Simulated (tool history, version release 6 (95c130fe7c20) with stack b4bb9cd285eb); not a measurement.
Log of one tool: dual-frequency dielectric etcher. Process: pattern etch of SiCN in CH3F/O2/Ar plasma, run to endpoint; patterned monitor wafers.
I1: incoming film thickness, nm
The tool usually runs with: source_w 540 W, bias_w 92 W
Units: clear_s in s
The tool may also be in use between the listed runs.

Run 1, hour 0: usual settings but source_w 490 W, bias_w 85 W; I1 12.3. Result: clear_s 27.4 s.
Run 2, hour 14.8: usual settings but bias_w 100 W; I1 12.24. Result: clear_s 24.4 s.
Run 3, hour 31.8: usual settings but source_w 600 W, bias_w 102 W; I1 12.31. Result: clear_s 23.5 s.
Run 4, hour 55.4: usual settings but source_w 600 W, bias_w 102 W; I1 12.34. Result: clear_s 23.4 s.
Run 5, hour 67.3: usual settings but source_w 600 W, bias_w 102 W; I1 12.28. Result: clear_s 23.3 s.
At hour 73.6: source power generator calibrated.
Run 6, hour 74.7: usual settings; I1 12.21. Result: clear_s 25.2 s.
At hour 100.5: upper electrode replaced.
At hour 109.2: bias power generator calibrated.
At hour 122.4: wet clean of the chamber.
Run 7, hour 122.9: usual settings; I1 12.21. Result: clear_s 26.5 s.
Run 8, hour 132.6: usual settings but source_w 630 W, bias_w 111 W; I1 12.22. Result: clear_s 22.8 s.
Run 9, hour 144.7: usual settings but source_w 610 W; I1 12.17. Result: clear_s 25 s.
Run 10, hour 162.3: usual settings but source_w 490 W, bias_w 85 W; I1 12.16. Result: clear_s 28.3 s.
Run 11, hour 168.5: usual settings but source_w 400 W, bias_w 107 W; I1 12.12. Result: clear_s 27.6 s.
Run 12, hour 186.4: usual settings but source_w 420 W, bias_w 73 W; I1 12.38. Result: clear_s 32.9 s.
Run 13, hour 200.2: usual settings but source_w 580 W; I1 12.15. Result: clear_s 25.7 s.
Run 14, hour 207.1: usual settings; I1 12.17. Result: clear_s 26.2 s.
Run 15, hour 216.6: usual settings but source_w 420 W, bias_w 111 W; I1 12.25. Result: clear_s 26.6 s.

State the hidden condition of the tool at each of the runs:
source power that arrives over what is set, %: 0 at every run
bias power that arrives over what is set, %: 0 at every run
H1: etch rate over this chamber's usual, %
run     H1
  1    4.4
  2   4.57
  3   4.76
  4   5.03
  5   5.16
  6   5.24
  7  0.237
  8  0.346
  9  0.483
 10  0.681
 11  0.751
 12  0.954
 13   1.11
 14   1.19
 15   1.29

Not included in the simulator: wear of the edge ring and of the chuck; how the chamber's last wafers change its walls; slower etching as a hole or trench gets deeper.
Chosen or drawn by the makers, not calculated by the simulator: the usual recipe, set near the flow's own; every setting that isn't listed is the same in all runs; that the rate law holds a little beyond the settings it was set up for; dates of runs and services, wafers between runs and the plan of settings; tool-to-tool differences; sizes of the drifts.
